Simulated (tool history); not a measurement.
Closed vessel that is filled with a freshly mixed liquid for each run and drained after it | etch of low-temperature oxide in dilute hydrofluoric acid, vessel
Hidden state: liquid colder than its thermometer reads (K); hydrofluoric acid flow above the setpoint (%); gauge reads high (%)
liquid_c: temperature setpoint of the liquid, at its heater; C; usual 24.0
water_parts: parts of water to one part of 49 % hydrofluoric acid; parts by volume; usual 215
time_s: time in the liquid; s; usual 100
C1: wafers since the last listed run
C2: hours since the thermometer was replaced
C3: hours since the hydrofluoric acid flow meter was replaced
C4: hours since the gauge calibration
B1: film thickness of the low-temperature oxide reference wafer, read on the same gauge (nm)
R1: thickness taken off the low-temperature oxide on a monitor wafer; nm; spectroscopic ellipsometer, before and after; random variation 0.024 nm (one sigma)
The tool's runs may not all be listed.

Run 1, day 0.000: usual settings; C1 0; C2 614.3; C3 1078.2; C4 1325.1; B1 49.99. Result: R1 7.63 nm.
Run 2, day 2.383: usual settings but water_parts 180 parts by volume, time_s 85 s; C1 6563; C2 671.5; C3 1135.4; C4 1382.3; B1 49.99. Result: R1 8.09 nm.
Run 3, day 5.358: usual settings but water_parts 180 parts by volume, time_s 85 s; C1 8193; C2 742.9; C3 1206.8; C4 1453.7; B1 49.98. Result: R1 8.03 nm.
Run 4, day 9.367: usual settings but water_parts 180 parts by volume, time_s 85 s; C1 11038; C2 839.1; C3 1303.0; C4 1549.9; B1 50.01. Result: R1 8.01 nm.
Run 5, day 13.500: usual settings but liquid_c 21.0 C, water_parts 145 parts by volume; C1 11383; C2 938.3; C3 1402.2; C4 1649.1; B1 49.97. Result: R1 10.84 nm.
At day 14.188: hydrofluoric acid flow meter replaced.
Run 6, day 17.846: usual settings but liquid_c 21.0 C, water_parts 145 parts by volume; C1 11853; C2 1042.6; C3 87.8; C4 1753.4; B1 50.00. Result: R1 10.79 nm.
Run 7, day 20.933: usual settings but liquid_c 21.0 C, water_parts 145 parts by volume; C1 8502; C2 1116.7; C3 161.9; C4 1827.5; B1 50.05. Result: R1 10.86 nm.
Run 8, day 24.854: usual settings; C1 10797; C2 1210.8; C3 256.0; C4 1921.6; B1 49.99. Result: R1 7.58 nm.
Run 9, day 34.658: usual settings; C1 27000; C2 1446.1; C3 491.3; C4 2156.9; B1 50.01. Result: R1 7.60 nm.
Run 10, day 36.246: usual settings; C1 4371; C2 1484.2; C3 529.4; C4 2195.0; B1 50.02. Result: R1 7.59 nm.
Run 11, day 38.496: usual settings; C1 6196; C2 1538.2; C3 583.4; C4 2249.0; B1 50.02. Result: R1 7.62 nm.
Run 12, day 42.117: usual settings; C1 9971; C2 1625.1; C3 670.3; C4 2335.9; B1 49.98. Result: R1 7.62 nm.
Run 13, day 46.450: usual settings; C1 11934; C2 1729.1; C3 774.3; C4 2439.9; B1 50.01. Result: R1 7.58 nm.
Run 14, day 50.754: usual settings but liquid_c 20.5 C, water_parts 185 parts by volume; C1 11853; C2 1832.4; C3 877.6; C4 2543.2; B1 50.00. Result: R1 7.98 nm.
Run 15, day 52.925: usual settings but liquid_c 27.0 C, water_parts 255 parts by volume, time_s 130 s; C1 5978; C2 1884.5; C3 929.7; C4 2595.3; B1 50.00. Result: R1 8.90 nm.
At day 54.521: gauge calibrated.
Run 16, day 54.896: usual settings but water_parts 155 parts by volume; C1 5427; C2 1931.8; C3 977.0; C4 9.0; B1 49.97. Result: R1 11.24 nm.
Run 17, day 62.304: usual settings but liquid_c 21.5 C, water_parts 245 parts by volume, time_s 120 s; C1 20402; C2 2109.6; C3 1154.8; C4 186.8; B1 50.01. Result: R1 7.13 nm.
Run 18, day 65.400: usual settings; C1 8525; C2 2183.9; C3 1229.1; C4 261.1; B1 49.97. Result: R1 7.60 nm.
At day 65.838: hydrofluoric acid flow meter replaced.
Run 19, day 68.708: usual settings but water_parts 295 parts by volume, time_s 75 s; C1 8996; C2 2263.3; C3 68.9; C4 340.5; B1 50.00. Result: R1 3.83 nm.
At day 70.712: thermometer replaced.
Run 20, day 71.638: usual settings; C1 7952; C2 22.2; C3 139.2; C4 410.8; B1 50.02. Result: R1 7.60 nm.
Run 21, day 75.671: usual settings but liquid_c 21.0 C; C1 11107; C2 119.0; C3 236.0; C4 507.6; B1 50.00. Result: R1 6.81 nm.
Run 22, day 85.467: usual settings but liquid_c 22.5 C, water_parts 140 parts by volume, time_s 55 s; C1 26977; C2 354.1; C3 471.1; C4 742.7; B1 50.02. Result: R1 6.58 nm.
Run 23, day 89.554: usual settings but water_parts 295 parts by volume, time_s 75 s; C1 11256; C2 452.2; C3 569.2; C4 840.8; B1 49.98. Result: R1 3.83 nm.
Run 24, day 92.117: usual settings but liquid_c 21.0 C, water_parts 175 parts by volume; C1 7057; C2 513.7; C3 630.7; C4 902.3; B1 50.04. Result: R1 8.74 nm.
Run 25, day 94.829: usual settings but liquid_c 26.5 C, water_parts 120 parts by volume, time_s 125 s; C1 7470; C2 578.8; C3 695.8; C4 967.4; B1 49.98. Result: R1 20.88 nm.
Run 26, day 96.650: usual settings but liquid_c 28.0 C, water_parts 105 parts by volume, time_s 45 s; C1 5014; C2 622.5; C3 739.5; C4 1011.1; B1 50.03. Result: R1 9.27 nm.
Run 27, day 98.996: usual settings but liquid_c 27.0 C; C1 6460; C2 678.8; C3 795.8; C4 1067.4; B1 50.00. Result: R1 8.49 nm.

What the log doesn't show, run by run:
liquid colder than its thermometer reads (K): 0 in every run
hydrofluoric acid flow above the setpoint (%): 0 in every run
gauge reads high (%): 0 in every run
